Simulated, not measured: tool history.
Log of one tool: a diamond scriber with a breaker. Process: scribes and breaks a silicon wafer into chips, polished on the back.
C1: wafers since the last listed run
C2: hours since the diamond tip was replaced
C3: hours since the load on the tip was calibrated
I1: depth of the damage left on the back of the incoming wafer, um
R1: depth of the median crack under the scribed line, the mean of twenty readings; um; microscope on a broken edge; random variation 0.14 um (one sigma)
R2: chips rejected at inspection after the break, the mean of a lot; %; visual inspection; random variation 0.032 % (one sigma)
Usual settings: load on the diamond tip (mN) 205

run 1 day=0.000 | load_on_the_diamond_tip_(mN)=205 | C1=0 C2=138.9 C3=275.3 | I1=0.01 | R1=9.25 R2=2.47
run 2 day=0.821 | load_on_the_diamond_tip_(mN)=205 | C1=95 C2=158.6 C3=295.0 | I1=0.04 | R1=9.21 R2=2.55
run 3 day=2.250 | load_on_the_diamond_tip_(mN)=232 | C1=165 C2=192.9 C3=329.3 | I1=0.05 | R1=10.11 R2=1.05
-- day=2.854 diamond tip replaced by a new one
run 4 day=3.350 | load_on_the_diamond_tip_(mN)=205 | C1=117 C2=11.9 C3=355.7 | I1=0.05 | R1=10.32 R2=0.82
run 5 day=4.292 | load_on_the_diamond_tip_(mN)=228 | C1=109 C2=34.5 C3=378.3 | I1=0.02 | R1=11.10 R2=0.85
run 6 day=5.783 | load_on_the_diamond_tip_(mN)=205 | C1=172 C2=70.3 C3=414.1 | I1=0.02 | R1=9.83 R2=1.67
run 7 day=6.317 | load_on_the_diamond_tip_(mN)=205 | C1=61 C2=83.1 C3=426.9 | I1=0.03 | R1=9.66 R2=1.88
run 8 day=7.733 | load_on_the_diamond_tip_(mN)=205 | C1=164 C2=117.1 C3=460.9 | I1=0.04 | R1=9.66 R2=2.21
run 9 day=8.642 | load_on_the_diamond_tip_(mN)=205 | C1=105 C2=138.9 C3=482.7 | I1=0.05 | R1=9.37 R2=2.43
run 10 day=9.646 | load_on_the_diamond_tip_(mN)=205 | C1=116 C2=163.0 C3=506.8 | I1=0.04 | R1=9.43 R2=2.50
run 11 day=10.329 | load_on_the_diamond_tip_(mN)=205 | C1=79 C2=179.4 C3=523.2 | I1=0.01 | R1=9.30 R2=2.71
run 12 day=11.704 | load_on_the_diamond_tip_(mN)=205 | C1=159 C2=212.4 C3=556.2 | I1=0.02 | R1=9.19 R2=2.79
run 13 day=12.212 | load_on_the_diamond_tip_(mN)=190 | C1=58 C2=224.6 C3=568.4 | I1=0.02 | R1=8.86 R2=4.64
run 14 day=13.125 | load_on_the_diamond_tip_(mN)=190 | C1=105 C2=246.5 C3=590.3 | I1=0.04 | R1=8.66 R2=4.79
-- day=14.108 diamond tip replaced by a new one
run 15 day=14.121 | load_on_the_diamond_tip_(mN)=190 | C1=105 C2=0.3 C3=614.2 | I1=0.04 | R1=10.05 R2=1.32
run 16 day=15.154 | load_on_the_diamond_tip_(mN)=169 | C1=119 C2=25.1 C3=639.0 | I1=0.01 | R1=8.78 R2=4.85
run 17 day=15.704 | load_on_the_diamond_tip_(mN)=169 | C1=63 C2=38.3 C3=652.2 | I1=0.02 | R1=8.49 R2=5.19
run 18 day=16.692 | load_on_the_diamond_tip_(mN)=169 | C1=114 C2=62.0 C3=675.9 | I1=0.02 | R1=8.29 R2=6.02
run 19 day=17.862 | load_on_the_diamond_tip_(mN)=205 | C1=135 C2=90.1 C3=704.0 | I1=0.01 | R1=9.42 R2=2.09
run 20 day=19.312 | load_on_the_diamond_tip_(mN)=205 | C1=167 C2=124.9 C3=738.8 | I1=0.03 | R1=9.19 R2=2.80
run 21 day=20.117 | load_on_the_diamond_tip_(mN)=205 | C1=93 C2=144.2 C3=758.1 | I1=0.01 | R1=9.19 R2=2.80
run 22 day=21.021 | load_on_the_diamond_tip_(mN)=205 | C1=104 C2=165.9 C3=779.8 | I1=0.03 | R1=8.91 R2=2.92
run 23 day=21.858 | load_on_the_diamond_tip_(mN)=164 | C1=96 C2=186.0 C3=799.9 | I1=0.04 | R1=7.93 R2=10.39
-- day=22.500 load on the tip recalibrated
run 24 day=22.617 | load_on_the_diamond_tip_(mN)=150 | C1=78 C2=204.2 C3=2.8 | I1=0.01 | R1=7.18 R2=14.76
-- day=23.471 diamond tip replaced by a new one
run 25 day=23.962 | load_on_the_diamond_tip_(mN)=161 | C1=146 C2=11.8 C3=35.1 | I1=0.02 | R1=8.79 R2=4.64
run 26 day=25.388 | load_on_the_diamond_tip_(mN)=167 | C1=165 C2=46.0 C3=69.3 | I1=0.01 | R1=8.63 R2=5.64
run 27 day=26.188 | load_on_the_diamond_tip_(mN)=227 | C1=92 C2=65.2 C3=88.5 | I1=0.02 | R1=10.47 R2=0.81
run 28 day=27.079 | load_on_the_diamond_tip_(mN)=184 | C1=103 C2=86.6 C3=109.9 | I1=0.03 | R1=9.08 R2=4.08
run 29 day=28.100 | load_on_the_diamond_tip_(mN)=246 | C1=118 C2=111.1 C3=134.4 | I1=0.04 | R1=10.68 R2=0.81
run 30 day=29.421 | load_on_the_diamond_tip_(mN)=174 | C1=152 C2=142.8 C3=166.1 | I1=0.02 | R1=8.31 R2=6.54
run 31 day=30.142 | load_on_the_diamond_tip_(mN)=259 | C1=83 C2=160.1 C3=183.4 | I1=0.05 | R1=11.08 R2=0.89
run 32 day=31.238 | load_on_the_diamond_tip_(mN)=172 | C1=126 C2=186.4 C3=209.7 | I1=0.02 | R1=8.08 R2=7.91
run 33 day=32.300 | load_on_the_diamond_tip_(mN)=183 | C1=123 C2=211.9 C3=235.2 | I1=0.04 | R1=8.43 R2=5.98
run 34 day=33.271 | load_on_the_diamond_tip_(mN)=144 | C1=112 C2=235.2 C3=258.5 | I1=0.03 | R1=7.09 R2=16.68
-- day=34.067 diamond tip replaced by a new one
run 35 day=34.088 | load_on_the_diamond_tip_(mN)=205 | C1=84 C2=0.5 C3=278.1 | I1=0.02 | R1=10.15 R2=0.87
run 36 day=34.621 | load_on_the_diamond_tip_(mN)=248 | C1=61 C2=13.3 C3=290.9 | I1=0.01 | R1=11.34 R2=1.49
run 37 day=35.796 | load_on_the_diamond_tip_(mN)=165 | C1=136 C2=41.5 C3=319.1 | I1=0.02 | R1=8.31 R2=6.62
run 38 day=36.367 | load_on_the_diamond_tip_(mN)=234 | C1=66 C2=55.2 C3=332.8 | I1=0.04 | R1=10.48 R2=0.81
run 39 day=40.404 | load_on_the_diamond_tip_(mN)=226 | C1=467 C2=152.1 C3=429.7 | I1=0.04 | R1=9.91 R2=1.60
run 40 day=41.208 | load_on_the_diamond_tip_(mN)=164 | C1=93 C2=171.4 C3=449.0 | I1=0.02 | R1=7.76 R2=10.74

The tool's hidden state at each run:
deviation of the load on the tip from its setpoint, %: 0 in every run
H1: share of the diamond tip's cutting effectiveness lost through wear, %
run=1 H1=17.3
run=2 H1=18.1
run=3 H1=19
run=4 H1=3.67
run=5 H1=7.84
run=6 H1=12.4
run=7 H1=13.6
run=8 H1=16
run=9 H1=17.1
run=10 H1=18
run=11 H1=18.4
run=12 H1=19.1
run=13 H1=19.3
run=14 H1=19.6
run=15 H1=3.05
run=16 H1=8.28
run=17 H1=10.5
run=18 H1=13.6
run=19 H1=16.2
run=20 H1=18.5
run=21 H1=19.3
run=22 H1=20.1
run=23 H1=20.6
run=24 H1=21
run=25 H1=3.64
run=26 H1=9.54
run=27 H1=11.9
run=28 H1=13.9
run=29 H1=15.7
run=30 H1=17.2
run=31 H1=17.9
run=32 H1=18.6
run=33 H1=19.1
run=34 H1=19.5
run=35 H1=4.61
run=36 H1=7.51
run=37 H1=12.5
run=38 H1=14.3
run=39 H1=21.2
run=40 H1=21.8

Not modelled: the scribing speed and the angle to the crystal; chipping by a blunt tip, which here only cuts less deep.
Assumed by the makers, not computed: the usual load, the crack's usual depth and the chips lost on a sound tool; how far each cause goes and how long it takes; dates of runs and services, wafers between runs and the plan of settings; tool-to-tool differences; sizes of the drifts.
